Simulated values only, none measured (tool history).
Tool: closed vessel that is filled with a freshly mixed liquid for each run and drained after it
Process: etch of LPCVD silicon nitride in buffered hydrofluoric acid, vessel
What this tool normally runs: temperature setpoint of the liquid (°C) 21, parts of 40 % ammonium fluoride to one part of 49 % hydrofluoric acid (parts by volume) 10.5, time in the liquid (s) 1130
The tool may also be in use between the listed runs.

| run | day | temperature setpoint of the liquid (°C) | parts of 40 % ammonium fluoride to one part of 49 % hydrofluoric acid (parts by volume) | time in the liquid (s) | wafers since the last listed run | hours since the thermometer was replaced | hours since the hydrofluoric acid flow meter was replaced | hours since the gauge calibration | read-back film thickness of the LPCVD silicon nitride reference wafer, read on the same gauge (nm) | thickness taken off the LPCVD silicon nitride on a monitor wafer (Å) |
|---|---|---|---|---|---|---|---|---|---|---|
| 1 | 0 | 21 | 10.5 | 1130 | 0 | 399.8 | 1559.9 | 50.4 | 40.01 | 140.7 |
| 2 | 0.458 | 22.5 | 10.5 | 1630 | 792 | 410.8 | 1570.9 | 61.4 | 40 | 223.1 |
| 3 | 0.792 | 21 | 10.5 | 1130 | 576 | 418.8 | 1578.9 | 69.4 | 40.02 | 141.5 |
| 4 | 1.425 | 21 | 10.5 | 1130 | 1095 | 434 | 1594.1 | 84.6 | 39.99 | 140 |
| 5 | 1.817 | 21 | 10.5 | 1130 | 677 | 443.4 | 1603.5 | 94 | 39.98 | 142.7 |
| 6 | 2.183 | 21 | 10.5 | 1355 | 633 | 452.2 | 1612.3 | 102.8 | 40 | 171.8 |
| 7 | 2.908 | 21 | 10.5 | 1355 | 1253 | 469.6 | 1629.7 | 120.2 | 40.01 | 169.2 |
| 8 | 3.312 | 21 | 10.5 | 1355 | 698 | 479.3 | 1639.4 | 129.9 | 40.03 | 169.8 |
| 9 | 3.938 | 21 | 10.5 | 1130 | 1080 | 494.3 | 1654.4 | 144.9 | 40.01 | 140.9 |
| 10 | 4.667 | 21 | 8 | 1130 | 1260 | 511.8 | 1671.9 | 162.4 | 40 | 182 |
| 11 | 5.092 | 21 | 8 | 1130 | 734 | 522 | 1682.1 | 172.6 | 40.02 | 181 |
| 12 | 5.4 | 21 | 10.5 | 1130 | 533 | 529.4 | 1689.5 | 180 | 40.01 | 139.7 |
| 13 | 5.912 | 21 | 10.5 | 760 | 886 | 541.7 | 1701.8 | 192.3 | 40.02 | 95.4 |
| 14 | 6.55 | 17 | 7.5 | 935 | 1102 | 557 | 1717.1 | 207.6 | 40 | 128.5 |
| 15 | 7.125 | 21 | 10.5 | 1130 | 994 | 570.8 | 1730.9 | 221.4 | 39.99 | 139.1 |
| 16 | 7.846 | 21 | 9 | 1130 | 1246 | 588.1 | 1748.2 | 238.7 | 39.99 | 159.4 |
| 17 | 8.496 | 22.5 | 6.5 | 1435 | 1123 | 603.7 | 1763.8 | 254.3 | 39.98 | 307.9 |
| 18 | 8.758 | 19 | 10.5 | 1130 | 453 | 610 | 1770.1 | 260.6 | 40.03 | 125.9 |
| 19 | 9.354 | 26 | 10.5 | 1405 | 1030 | 624.3 | 1784.4 | 274.9 | 39.98 | 231.2 |
|  | 9.842 | thermometer replaced |
| 20 | 9.862 | 23.5 | 9 | 1450 | 806 | 0.5 | 1796.6 | 287.1 | 40 | 233.2 |
|  | 10.25 | hydrofluoric acid flow meter replaced |
| 21 | 10.442 | 18.5 | 9 | 645 | 929 | 14.4 | 4.6 | 301 | 39.99 | 79.8 |
| 22 | 10.812 | 21 | 10.5 | 1130 | 641 | 23.3 | 13.5 | 309.9 | 40.01 | 141.9 |
| 23 | 11.138 | 21 | 13.5 | 1130 | 561 | 31.1 | 21.3 | 317.7 | 40.02 | 111.5 |
|  | 11.488 | gauge calibrated |
| 24 | 12.571 | 21 | 10.5 | 845 | 2478 | 65.5 | 55.7 | 26 | 39.98 | 104.7 |
| 25 | 13.142 | 17 | 9 | 1585 | 986 | 79.2 | 69.4 | 39.7 | 40.01 | 175 |
| 26 | 13.404 | 21 | 10.5 | 620 | 453 | 85.5 | 75.7 | 46 | 40.01 | 77.9 |
| 27 | 14.071 | 23 | 14 | 1370 | 1152 | 101.5 | 91.7 | 62 | 39.96 | 144.8 |
| 28 | 14.7 | 21 | 13 | 1130 | 1087 | 116.6 | 106.8 | 77.1 | 39.99 | 115.2 |
| 29 | 15.175 | 21 | 10.5 | 1130 | 821 | 128 | 118.2 | 88.5 | 40.01 | 141.4 |
| 30 | 15.475 | 18.5 | 9 | 645 | 518 | 135.2 | 125.4 | 95.7 | 40.01 | 78.7 |
| 31 | 16.15 | 21 | 10.5 | 1130 | 1167 | 151.4 | 141.6 | 111.9 | 39.97 | 142.9 |
| 32 | 16.871 | 18.5 | 8.5 | 1130 | 1246 | 168.7 | 158.9 | 129.2 | 39.99 | 147.3 |

4 ways to go on from here, each from the tool as it stands after run 32. What would each give?
| A | 16.912 | 21 | 10.5 | 1130 | 72 | 169.7 | 159.9 | 130.2 | ? | ? |
| B | 16.912 | 18.5 | 10.5 | 1395 | 72 | 169.7 | 159.9 | 130.2 | ? | ? |
| C | 16.912 | 17 | 8.5 | 535 | 72 | 169.7 | 159.9 | 130.2 | ? | ? |
| D | 16.912 | 21 | 8.5 | 1130 | 72 | 169.7 | 159.9 | 130.2 | ? | ? |

| run | read-back film thickness of the LPCVD silicon nitride reference wafer, read on the same gauge (nm) | thickness taken off the LPCVD silicon nitride on a monitor wafer (Å) |
|---|---|---|
| A | 39.97 | 140.8 |
| B | 39.97 | 151.1 |
| C | 39.97 | 63.5 |
| D | 39.97 | 167.9 |
Had the tool no hidden state, the same runs would have come out as:
| run | thickness taken off the LPCVD silicon nitride on a monitor wafer (Å) |
|---|---|
| A | 140.8 |
| B | 151.1 |
| C | 63.5 |
| D | 167.9 |
